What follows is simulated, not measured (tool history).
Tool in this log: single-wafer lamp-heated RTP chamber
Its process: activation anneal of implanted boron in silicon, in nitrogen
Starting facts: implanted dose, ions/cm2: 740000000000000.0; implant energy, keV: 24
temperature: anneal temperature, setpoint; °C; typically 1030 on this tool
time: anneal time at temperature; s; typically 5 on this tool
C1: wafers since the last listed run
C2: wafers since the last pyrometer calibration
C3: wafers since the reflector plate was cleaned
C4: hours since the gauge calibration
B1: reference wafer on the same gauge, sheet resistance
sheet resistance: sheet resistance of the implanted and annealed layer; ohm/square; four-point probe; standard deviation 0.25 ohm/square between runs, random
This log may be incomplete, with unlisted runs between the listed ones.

{"run": 1, "hour": 0.0, "temperature": 1013, "time": 5, "C1": 0, "C2": 4768, "C3": 8751, "C4": 46.9, "B1": 169.95, "sheet resistance": 165.37}
{"run": 2, "hour": 14.6, "temperature": 1008, "time": 5, "C1": 256, "C2": 5024, "C3": 9008, "C4": 61.5, "B1": 170.05, "sheet resistance": 165.91}
{"run": 3, "hour": 38.1, "temperature": 1030, "time": 5, "C1": 412, "C2": 5437, "C3": 9420, "C4": 85, "B1": 169.97, "sheet resistance": 162.69}
{"run": 4, "hour": 65.2, "temperature": 1030, "time": 5, "C1": 475, "C2": 5912, "C3": 9896, "C4": 112.1, "B1": 170.06, "sheet resistance": 162.73}
{"run": 5, "hour": 86.2, "temperature": 1030, "time": 5, "C1": 368, "C2": 6281, "C3": 10264, "C4": 133.1, "B1": 170.04, "sheet resistance": 163.19}
{"run": 6, "hour": 116.5, "temperature": 1030, "time": 5, "C1": 531, "C2": 6813, "C3": 10796, "C4": 163.4, "B1": 169.97, "sheet resistance": 162.92}
{"hour": 137.5, "done": "pyrometer window cleaned and pyrometer calibrated"}
{"run": 7, "hour": 138.0, "temperature": 1030, "time": 5, "C1": 236, "C2": 8, "C3": 11033, "C4": 184.9, "B1": 170.03, "sheet resistance": 162.49}
{"run": 8, "hour": 165.2, "temperature": 1006, "time": 5, "C1": 477, "C2": 485, "C3": 11510, "C4": 212.1, "B1": 170.01, "sheet resistance": 165.46}
{"hour": 189.5, "done": "pyrometer window cleaned and pyrometer calibrated, repeated, since the last time left the tool worse"}
{"run": 9, "hour": 190.0, "temperature": 1059, "time": 5, "C1": 294, "C2": 9, "C3": 11805, "C4": 236.9, "B1": 170.05, "sheet resistance": 161.73}
{"hour": 207.2, "done": "gauge calibrated"}
{"run": 10, "hour": 217.0, "temperature": 1030, "time": 5, "C1": 473, "C2": 483, "C3": 12279, "C4": 9.8, "B1": 170.03, "sheet resistance": 163.85}
{"run": 11, "hour": 245.1, "temperature": 1030, "time": 5, "C1": 493, "C2": 976, "C3": 12772, "C4": 37.9, "B1": 169.97, "sheet resistance": 163.48}

Estimate the outcome of run 12 from the log above:
{"hour": 282.1, "done": "reflector plate cleaned"}
{"run": 12, "hour": 304.4, "temperature": 1056, "time": 7, "C1": 900, "C2": 1876, "C3": 390, "C4": 97.2, "B1": "?", "sheet resistance": "?"}

{"run 12": {"B1": 170.06, "sheet resistance": 161.91}}
Take away the tool's hidden state, keep the run-to-run variation as it was, and the same run would have given sheet resistance 162.03 ohm/square.
